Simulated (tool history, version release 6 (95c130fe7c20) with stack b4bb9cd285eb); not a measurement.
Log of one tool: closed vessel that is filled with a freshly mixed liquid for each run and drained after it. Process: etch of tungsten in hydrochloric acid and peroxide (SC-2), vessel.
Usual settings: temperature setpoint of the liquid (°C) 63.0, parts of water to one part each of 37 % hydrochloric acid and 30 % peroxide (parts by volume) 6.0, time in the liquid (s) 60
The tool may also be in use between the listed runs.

run,hour,temperature setpoint of the liquid (°C),parts of water to one part each of 37 % hydrochloric acid and 30 % peroxide (parts by volume),time in the liquid (s),wafers since the last listed run,hours since the thermometer was replaced,hours since the chemicals flow meter was replaced,hours since the drum of peroxide was connected,hours since the gauge calibration,"read-back film thickness of the tungsten reference wafer, read on the same gauge (nm)",thickness taken off the tungsten on a monitor wafer (nm)
1,0.0,68.5,6.0,35,0,2191.9,480.4,1010.4,282.3,40.00,23.39
2,28.3,68.5,6.0,35,3903,2220.2,508.7,1038.7,310.6,39.99,23.57
3,53.4,68.5,6.0,35,3462,2245.3,533.8,1063.8,335.7,40.01,23.32
4,75.7,63.0,6.0,80,3076,2267.6,556.1,1086.1,358.0,39.97,38.15
5,88.7,58.0,6.0,60,1793,2280.6,569.1,1099.1,371.0,40.02,20.74
6,108.1,68.0,6.0,60,2676,2300.0,588.5,1118.5,390.4,39.99,38.70
# hour 131.5: chemicals flow meter replaced
7,138.2,68.0,6.0,60,4014,2330.1,6.7,1148.6,420.5,40.02,38.80
8,173.8,68.0,6.0,60,4910,2365.7,42.3,1184.2,456.1,40.02,38.81
# hour 175.5: thermometer replaced
# hour 206.1: gauge calibrated
9,207.1,63.0,8.0,60,4455,31.6,75.6,1217.5,1.0,40.01,26.06
10,219.4,63.0,8.0,60,1696,43.9,87.9,1229.8,13.3,39.99,25.85
11,233.9,63.0,4.0,75,2000,58.4,102.4,1244.3,27.8,40.00,53.67
12,267.7,63.0,7.5,70,4662,92.2,136.2,1278.1,61.6,40.02,31.74
# hour 285.3: new drum of peroxide connected
13,285.7,72.0,6.0,60,2344,110.2,154.2,0.4,79.6,40.03,55.16
14,305.9,60.5,6.0,60,2786,130.4,174.4,20.6,99.8,40.00,27.53
15,325.6,63.0,6.0,60,2717,150.1,194.1,40.3,119.5,39.99,32.18
16,341.0,71.0,6.0,60,2124,165.5,209.5,55.7,134.9,39.99,52.27
17,361.3,63.0,6.0,60,2800,185.8,229.8,76.0,155.2,40.01,32.24
18,374.6,56.0,8.5,60,1834,199.1,243.1,89.3,168.5,40.00,15.76
19,402.3,68.5,6.0,35,3820,226.8,270.8,117.0,196.2,39.97,26.05
20,427.0,63.0,4.0,95,3407,251.5,295.5,141.7,220.9,40.01,67.45

The tool's hidden state at each run:
chemicals flow below the setpoint (%): 0 in every run
peroxide weaker than its label (%): 0 in every run
gauge reads high (%): 0 in every run
H1: liquid colder than its thermometer reads (K)
run,H1
1,1.98
2,2
3,2.02
4,2.03
5,2.04
6,2.06
7,2.08
8,2.1
9,0.0517
10,0.0608
11,0.0716
12,0.0966
13,0.11
14,0.125
15,0.14
16,0.151
17,0.166
18,0.176
19,0.197
20,0.215
